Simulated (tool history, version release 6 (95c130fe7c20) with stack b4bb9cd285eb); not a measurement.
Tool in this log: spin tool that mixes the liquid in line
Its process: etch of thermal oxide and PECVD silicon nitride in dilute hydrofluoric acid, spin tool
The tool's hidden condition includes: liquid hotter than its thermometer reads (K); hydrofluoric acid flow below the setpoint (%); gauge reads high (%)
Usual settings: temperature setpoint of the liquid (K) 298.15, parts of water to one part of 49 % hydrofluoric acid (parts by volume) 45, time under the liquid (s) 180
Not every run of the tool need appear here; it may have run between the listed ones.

run,hour,temperature setpoint of the liquid (K),parts of water to one part of 49 % hydrofluoric acid (parts by volume),time under the liquid (s),wafers since the last listed run,hours since the thermometer was replaced,hours since the hydrofluoric acid flow meter was replaced,hours since the gauge calibration,"read-back film thickness of the thermal oxide reference wafer, read on the same gauge (nm)","read-back film thickness of the PECVD silicon nitride reference wafer, read on the same gauge (nm)",thickness taken off the thermal oxide on a monitor wafer (angstrom),thickness taken off the PECVD silicon nitride on a monitor wafer (angstrom)
1,0.0,300.65,35,180,0,856.5,1933.9,109.6,90.02,120.02,321.2,325.6
2,20.9,300.65,35,180,152,877.4,1954.8,130.5,90.01,119.99,322.8,327.2
3,52.2,298.15,45,225,228,908.7,1986.1,161.8,89.99,119.96,277.5,269.2
4,65.7,298.15,45,180,98,922.2,1999.6,175.3,89.99,119.97,224.0,216.6
5,85.0,298.15,45,180,140,941.5,2018.9,194.6,90.03,120.00,223.6,218.3
# hour 101.1: gauge calibrated
6,109.5,298.15,45,180,178,966.0,2043.4,8.4,90.02,120.02,223.1,219.7
7,135.4,299.65,45,180,188,991.9,2069.3,34.3,90.00,120.04,239.4,243.0
# hour 146.6: hydrofluoric acid flow meter replaced
8,154.5,295.15,30,95,131,1011.0,7.9,53.4,89.99,120.00,160.8,138.8
9,181.4,298.15,45,180,196,1037.9,34.8,80.3,90.00,120.02,224.0,220.1
# hour 183.8: thermometer replaced
10,204.9,298.15,35,180,164,21.1,58.3,103.8,89.99,120.02,276.3,252.4
11,233.4,302.15,45,180,207,49.6,86.8,132.3,90.05,120.02,248.6,257.9
12,253.7,302.65,45,125,147,69.9,107.1,152.6,90.02,120.06,177.3,185.9
13,285.6,298.15,35,180,232,101.8,139.0,184.5,89.99,119.98,276.9,255.8
14,319.4,300.65,45,180,246,135.6,172.8,218.3,90.03,120.03,236.1,238.3

Below are 4 alternative next runs, each starting from the tool's condition after run 14. Predict each:
A,319.9,298.15,45,180,3,136.1,173.3,218.8,?,?,?,?
B,319.9,294.15,45,180,3,136.1,173.3,218.8,?,?,?,?
C,319.9,298.15,45,275,3,136.1,173.3,218.8,?,?,?,?
D,319.9,298.15,25,130,3,136.1,173.3,218.8,?,?,?,?

run,"read-back film thickness of the thermal oxide reference wafer, read on the same gauge (nm)","read-back film thickness of the PECVD silicon nitride reference wafer, read on the same gauge (nm)",thickness taken off the thermal oxide on a monitor wafer (angstrom),thickness taken off the PECVD silicon nitride on a monitor wafer (angstrom)
A,90.01,120.01,213.3,202.6
B,90.01,120.01,180.7,154.4
C,90.01,120.01,325.9,309.5
D,90.01,120.01,285.2,258.9
Had the tool no hidden state, the same runs would have come out as:
run,thickness taken off the thermal oxide on a monitor wafer (angstrom),thickness taken off the PECVD silicon nitride on a monitor wafer (angstrom)
A,208.7,195.5
B,176.7,148.9
C,318.9,298.7
D,278.9,249.8

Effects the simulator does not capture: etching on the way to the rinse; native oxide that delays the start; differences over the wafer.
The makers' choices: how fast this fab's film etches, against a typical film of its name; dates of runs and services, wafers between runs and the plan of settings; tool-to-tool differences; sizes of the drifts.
